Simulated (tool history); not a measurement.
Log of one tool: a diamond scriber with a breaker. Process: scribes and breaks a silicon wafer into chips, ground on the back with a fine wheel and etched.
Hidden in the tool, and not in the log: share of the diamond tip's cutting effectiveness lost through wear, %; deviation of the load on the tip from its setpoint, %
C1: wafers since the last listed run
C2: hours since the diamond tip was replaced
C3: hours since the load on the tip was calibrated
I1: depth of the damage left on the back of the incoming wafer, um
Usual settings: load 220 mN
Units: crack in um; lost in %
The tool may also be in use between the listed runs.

run 1 hour=0 | load=220 | C1=0 C2=349.6 C3=981.1 | I1=0.31 | crack=15.35 lost=2.5
run 2 hour=47.9 | load=220 | C1=159 C2=397.5 C3=1029 | I1=0.49 | crack=14.7 lost=2.61
run 3 hour=76.9 | load=220 | C1=96 C2=426.5 C3=1058 | I1=0.77 | crack=14.86 lost=2.81
run 4 hour=159.1 | load=262 | C1=274 C2=508.7 C3=1140.2 | I1=0.51 | crack=17.24 lost=6.79
run 5 hour=216.4 | load=262 | C1=191 C2=566 C3=1197.5 | I1=0.67 | crack=17.57 lost=6.03
run 6 hour=288.2 | load=262 | C1=239 C2=637.8 C3=1269.3 | I1=0.4 | crack=17.45 lost=5.64
run 7 hour=353.8 | load=253 | C1=218 C2=703.4 C3=1334.9 | I1=0.37 | crack=16.28 lost=3.37
-- hour=391 diamond tip replaced by a new one
run 8 hour=424.7 | load=253 | C1=229 C2=33.7 C3=1405.8 | I1=0.44 | crack=19.15 lost=16.98
run 9 hour=474.1 | load=253 | C1=164 C2=83.1 C3=1455.2 | I1=0.52 | crack=18.88 lost=14.59
-- hour=512.3 load on the tip recalibrated
run 10 hour=520.7 | load=236 | C1=148 C2=129.7 C3=8.4 | I1=0.53 | crack=15.13 lost=1.96
run 11 hour=552.4 | load=185 | C1=105 C2=161.4 C3=40.1 | I1=0.31 | crack=11.62 lost=30.79
run 12 hour=611.3 | load=185 | C1=196 C2=220.3 C3=99 | I1=0.49 | crack=11.67 lost=29.1
run 13 hour=642 | load=185 | C1=102 C2=251 C3=129.7 | I1=0.32 | crack=11.51 lost=28.15
run 14 hour=702.7 | load=182 | C1=202 C2=311.7 C3=190.4 | I1=0.31 | crack=11.48 lost=33.66
run 15 hour=745.7 | load=191 | C1=143 C2=354.7 C3=233.4 | I1=0.4 | crack=12.06 lost=20.52
run 16 hour=799.5 | load=220 | C1=179 C2=408.5 C3=287.2 | I1=0.43 | crack=14.21 lost=5.97
run 17 hour=825.4 | load=201 | C1=86 C2=434.4 C3=313.1 | I1=0.76 | crack=12.87 lost=15.02
run 18 hour=854 | load=220 | C1=95 C2=463 C3=341.7 | I1=0.54 | crack=13.54 lost=5.78
run 19 hour=1000.7 | load=270 | C1=489 C2=609.7 C3=488.4 | I1=0.56 | crack=17.03 lost=5.68
run 20 hour=1041 | load=256 | C1=134 C2=650 C3=528.7 | I1=0.49 | crack=16.6 lost=3
run 21 hour=1105.4 | load=201 | C1=214 C2=714.4 C3=593.1 | I1=0.58 | crack=12.75 lost=15.2
run 22 hour=1137.4 | load=220 | C1=106 C2=746.4 C3=625.1 | I1=0.6 | crack=14.08 lost=4.7
-- hour=1164.6 diamond tip replaced by a new one
run 23 hour=1186.9 | load=158 | C1=158 C2=22.3 C3=674.6 | I1=0.34 | crack=11.45 lost=29.21
run 24 hour=1253.2 | load=196 | C1=221 C2=88.6 C3=740.9 | I1=0.34 | crack=14.45 lost=4.43
run 25 hour=1320 | load=277 | C1=222 C2=155.4 C3=807.7 | I1=0.7 | crack=19.12 lost=19.57
run 26 hour=1383.8 | load=203 | C1=212 C2=219.2 C3=871.5 | I1=0.66 | crack=14.22 lost=4.44
run 27 hour=1461.8 | load=220 | C1=260 C2=297.2 C3=949.5 | I1=0.49 | crack=15.28 lost=1.95
run 28 hour=1491 | load=244 | C1=97 C2=326.4 C3=978.7 | I1=0.78 | crack=16.47 lost=4.09
run 29 hour=1555.3 | load=283 | C1=214 C2=390.7 C3=1043 | I1=0.72 | crack=18.77 lost=15.29

Forecast each of these 3 alternatives for the next run:
run A hour=1555.8 | load=276 | C1=1 C2=391.2 C3=1043.5 | I1=0.54 | crack=? lost=?
run B hour=1555.8 | load=260 | C1=1 C2=391.2 C3=1043.5 | I1=0.54 | crack=? lost=?
run C hour=1555.8 | load=265 | C1=1 C2=391.2 C3=1043.5 | I1=0.54 | crack=? lost=?

run=A crack=17.83 lost=12.27
run=B crack=16.88 lost=6.82
run=C crack=17.18 lost=8.38
Without the tool's hidden state the same runs would have given:
run=A crack=18.57 lost=17.26
run=B crack=17.58 lost=10.69
run=C crack=17.89 lost=12.65
